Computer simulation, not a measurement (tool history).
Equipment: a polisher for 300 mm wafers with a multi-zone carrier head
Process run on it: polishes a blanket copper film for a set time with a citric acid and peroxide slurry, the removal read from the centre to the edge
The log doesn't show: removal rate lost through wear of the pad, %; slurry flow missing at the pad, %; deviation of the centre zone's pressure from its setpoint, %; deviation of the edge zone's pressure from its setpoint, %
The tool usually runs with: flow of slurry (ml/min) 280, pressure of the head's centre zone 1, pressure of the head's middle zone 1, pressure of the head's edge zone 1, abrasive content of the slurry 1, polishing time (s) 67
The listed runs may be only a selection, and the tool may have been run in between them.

run   hour  flow of slurry (ml/min)  pressure of the head's centre zone  pressure of the head's middle zone  pressure of the head's edge zone  abrasive content of the slurry  polishing time (s)  wafers since the last listed run  wafers polished on this pad  hours since the slurry nozzle was cleaned  hours since the centre zone pressure was calibrated  hours since the edge zone pressure was calibrated  hours since the carrier head's membrane was replaced  incoming thickness of the incoming film, nm  film removed at the wafer's centre (nm)  film removed at mid-radius (nm)  film removed at the wafer's edge (nm)
  1      0                      315                                   1                                0.94                                 1                            1.15                  74                                 0                          575                                        339                                                374.7                                              204.6                                                  20.2                                        939.2                                    214.7                            219.7                                  230.7
  2   28.9                      280                                   1                                   1                                 1                               1                  67                               287                          863                                      367.9                                                403.6                                              233.5                                                  49.1                                        943.6                                    180.3                            188.8                                    201
  3   57.7                      195                                   1                                   1                              0.93                               1                  46                               286                         1149                                      396.7                                                432.4                                              262.3                                                  77.9                                        954.3                                    112.1                            123.6                                  125.1
  4   72.5                      280                                   1                                   1                                 1                               1                  67                               147                         1297                                      411.5                                                447.2                                              277.1                                                  92.7                                        947.8                                    180.2                            189.7                                  199.6
      82.8  -- slurry nozzle cleaned
  5  105.9                      280                                   1                                   1                                 1                               1                  44                               322                         1619                                       23.1                                                480.6                                              310.5                                                 126.1                                        948.6                                    126.5                            136.7                                    136
     120.4  -- centre zone pressure recalibrated
  6  124.7                      305                                   1                                   1                                 1                               1                  67                               167                         1786                                       41.9                                                  4.3                                              329.3                                                 144.9                                          933                                    207.9                            206.5                                  207.8
  7  138.4                      280                                   1                                   1                              1.08                               1                  67                               136                         1923                                       55.6                                                   18                                                343                                                 158.6                                        931.3                                    199.8                              204                                  212.1
     148.7  -- worn pad replaced by a new one
  8  163.9                      220                                   1                                   1                                 1                               1                  67                               214                          151                                       81.1                                                 43.5                                              368.5                                                 184.1                                        946.2                                    193.7                            198.4                                  200.1
  9  183.6                      280                                1.07                                0.91                                 1                               1                  67                               196                          347                                      100.8                                                 63.2                                              388.2                                                 203.8                                        920.8                                    213.6                              188                                  205.9
 10    196                      210                                   1                                0.91                              1.09                               1                  67                               123                          470                                      113.2                                                 75.6                                              400.6                                                 216.2                                        930.8                                    186.5                            181.5                                  206.7
 11  221.1                      210                                   1                                   1                                 1                               1                  67                               249                          720                                      138.3                                                100.7                                              425.7                                                 241.3                                        930.3                                    184.8                            201.1                                  196.1
 12    234                      280                                1.07                                0.91                                 1                               1                  67                               128                          849                                      151.2                                                113.6                                              438.6                                                 254.2                                          949                                    206.8                            188.1                                  204.6
 13  255.8                      280                                   1                                1.08                                 1                               1                  59                               217                         1066                                        173                                                135.4                                              460.4                                                   276                                        939.6                                      167                              189                                  179.3
 14  274.1                      325                                   1                                   1                              0.91                               1                  76                               182                         1248                                      191.3                                                153.7                                              478.7                                                 294.3                                        945.2                                    221.5                              233                                  221.8
 15  291.6                      280                                   1                                   1                                 1                             1.3                  67                               174                         1422                                      208.8                                                171.2                                              496.2                                                 311.8                                        951.6                                    204.8                            214.6                                  219.6
 16  317.8                      310                                   1                                   1                                 1                            1.25                  67                               260                         1683                                        235                                                197.4                                              522.4                                                   338                                        932.4                                    203.3                            212.8                                  218.1
     364.4  -- worn pad replaced by a new one
 17  372.5                      280                                   1                                   1                                 1                               1                  67                               504                           80                                      289.7                                                252.1                                              577.1                                                 392.7                                          960                                      182                              200                                  200.8
 18  385.1                      280                                   1                                   1                                 1                               1                  67                               125                          206                                      302.3                                                264.7                                              589.7                                                 405.3                                        930.8                                    180.3                            199.6                                  198.2
 19  401.1                      280                                   1                                0.92                              1.03                               1                  87                               159                          365                                      318.3                                                280.7                                              605.7                                                 421.3                                        923.5                                    233.5                            233.2                                  264.5

What does the tool deliver on the next run?
 20  424.2                      280                                   1                                   1                                 1                               1                  67                               229                          595                                      341.4                                                303.8                                              628.8                                                 444.4                                        955.4                                        ?                                ?                                      ?

Run 20 measured film removed at the wafer's centre (nm) 179.6, film removed at mid-radius (nm) 194.6, film removed at the wafer's edge (nm) 199.7.
If the tool had no hidden condition, the same run with the same run-to-run variation would have returned film removed at the wafer's centre (nm) 208.2, film removed at mid-radius (nm) 205.7, film removed at the wafer's edge (nm) 208.2.
